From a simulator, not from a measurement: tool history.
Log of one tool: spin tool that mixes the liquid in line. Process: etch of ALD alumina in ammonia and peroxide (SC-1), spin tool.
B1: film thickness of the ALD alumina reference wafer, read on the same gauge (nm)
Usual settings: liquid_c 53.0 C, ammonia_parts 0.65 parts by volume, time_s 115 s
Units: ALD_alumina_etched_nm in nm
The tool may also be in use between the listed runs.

run 1 hour=0.0 | liquid_c=47.0 ammonia_parts=0.70 time_s=115 | B1=80.01 | ALD_alumina_etched_nm=4.69
run 2 hour=17.3 | liquid_c=53.0 ammonia_parts=0.65 time_s=115 | B1=80.01 | ALD_alumina_etched_nm=6.40
run 3 hour=26.9 | liquid_c=53.0 ammonia_parts=0.65 time_s=115 | B1=80.01 | ALD_alumina_etched_nm=6.46
run 4 hour=44.0 | liquid_c=53.0 ammonia_parts=0.65 time_s=115 | B1=80.00 | ALD_alumina_etched_nm=6.49
run 5 hour=56.1 | liquid_c=53.0 ammonia_parts=0.65 time_s=85 | B1=80.01 | ALD_alumina_etched_nm=4.78
run 6 hour=70.0 | liquid_c=53.0 ammonia_parts=0.65 time_s=85 | B1=80.01 | ALD_alumina_etched_nm=4.80
run 7 hour=86.3 | liquid_c=53.0 ammonia_parts=0.65 time_s=85 | B1=80.01 | ALD_alumina_etched_nm=4.84
run 8 hour=94.1 | liquid_c=53.0 ammonia_parts=0.85 time_s=80 | B1=79.99 | ALD_alumina_etched_nm=4.66
run 9 hour=101.6 | liquid_c=53.0 ammonia_parts=0.65 time_s=115 | B1=79.99 | ALD_alumina_etched_nm=6.53
-- hour=105.9 heated supply line repaired
run 10 hour=119.3 | liquid_c=58.0 ammonia_parts=0.90 time_s=170 | B1=79.99 | ALD_alumina_etched_nm=12.81
-- hour=125.0 thermometer replaced
run 11 hour=132.3 | liquid_c=44.0 ammonia_parts=0.55 time_s=155 | B1=79.98 | ALD_alumina_etched_nm=4.68
-- hour=135.0 ammonia flow meter replaced
-- hour=137.5 new drum of ammonia solution connected
run 12 hour=147.3 | liquid_c=44.0 ammonia_parts=0.55 time_s=155 | B1=80.00 | ALD_alumina_etched_nm=4.66
run 13 hour=165.0 | liquid_c=53.0 ammonia_parts=0.80 time_s=70 | B1=79.99 | ALD_alumina_etched_nm=3.60
run 14 hour=171.9 | liquid_c=44.0 ammonia_parts=0.65 time_s=115 | B1=79.98 | ALD_alumina_etched_nm=3.53
run 15 hour=188.3 | liquid_c=53.0 ammonia_parts=0.65 time_s=140 | B1=80.01 | ALD_alumina_etched_nm=7.05
run 16 hour=199.4 | liquid_c=53.0 ammonia_parts=0.45 time_s=115 | B1=80.00 | ALD_alumina_etched_nm=5.56
run 17 hour=207.8 | liquid_c=53.0 ammonia_parts=0.65 time_s=115 | B1=80.00 | ALD_alumina_etched_nm=5.74
run 18 hour=217.8 | liquid_c=53.0 ammonia_parts=0.65 time_s=115 | B1=80.01 | ALD_alumina_etched_nm=5.77
run 19 hour=231.0 | liquid_c=63.0 ammonia_parts=0.45 time_s=175 | B1=80.00 | ALD_alumina_etched_nm=14.31
run 20 hour=238.4 | liquid_c=53.0 ammonia_parts=0.65 time_s=115 | B1=80.00 | ALD_alumina_etched_nm=5.80
run 21 hour=244.4 | liquid_c=47.0 ammonia_parts=0.75 time_s=60 | B1=79.98 | ALD_alumina_etched_nm=2.20
run 22 hour=253.1 | liquid_c=53.0 ammonia_parts=0.55 time_s=115 | B1=79.98 | ALD_alumina_etched_nm=5.70
run 23 hour=270.6 | liquid_c=53.0 ammonia_parts=0.65 time_s=115 | B1=80.01 | ALD_alumina_etched_nm=5.81
run 24 hour=287.4 | liquid_c=47.5 ammonia_parts=0.65 time_s=115 | B1=80.01 | ALD_alumina_etched_nm=4.29
run 25 hour=298.2 | liquid_c=53.0 ammonia_parts=0.65 time_s=115 | B1=80.00 | ALD_alumina_etched_nm=5.83
run 26 hour=304.9 | liquid_c=46.5 ammonia_parts=0.65 time_s=115 | B1=79.99 | ALD_alumina_etched_nm=4.08

Forecast each of these 3 alternatives for the next run:
run A hour=305.3 | liquid_c=46.0 ammonia_parts=0.65 time_s=115 | B1=? | ALD_alumina_etched_nm=?
run B hour=305.3 | liquid_c=47.0 ammonia_parts=0.65 time_s=170 | B1=? | ALD_alumina_etched_nm=?
run C hour=305.3 | liquid_c=43.0 ammonia_parts=0.50 time_s=85 | B1=? | ALD_alumina_etched_nm=?

run=A B1=80.00 ALD_alumina_etched_nm=3.96
run=B B1=80.00 ALD_alumina_etched_nm=6.19
run=C B1=80.00 ALD_alumina_etched_nm=2.40
Without the tool's hidden state the same runs would have given:
run=A ALD_alumina_etched_nm=3.84
run=B ALD_alumina_etched_nm=6.01
run=C ALD_alumina_etched_nm=2.33

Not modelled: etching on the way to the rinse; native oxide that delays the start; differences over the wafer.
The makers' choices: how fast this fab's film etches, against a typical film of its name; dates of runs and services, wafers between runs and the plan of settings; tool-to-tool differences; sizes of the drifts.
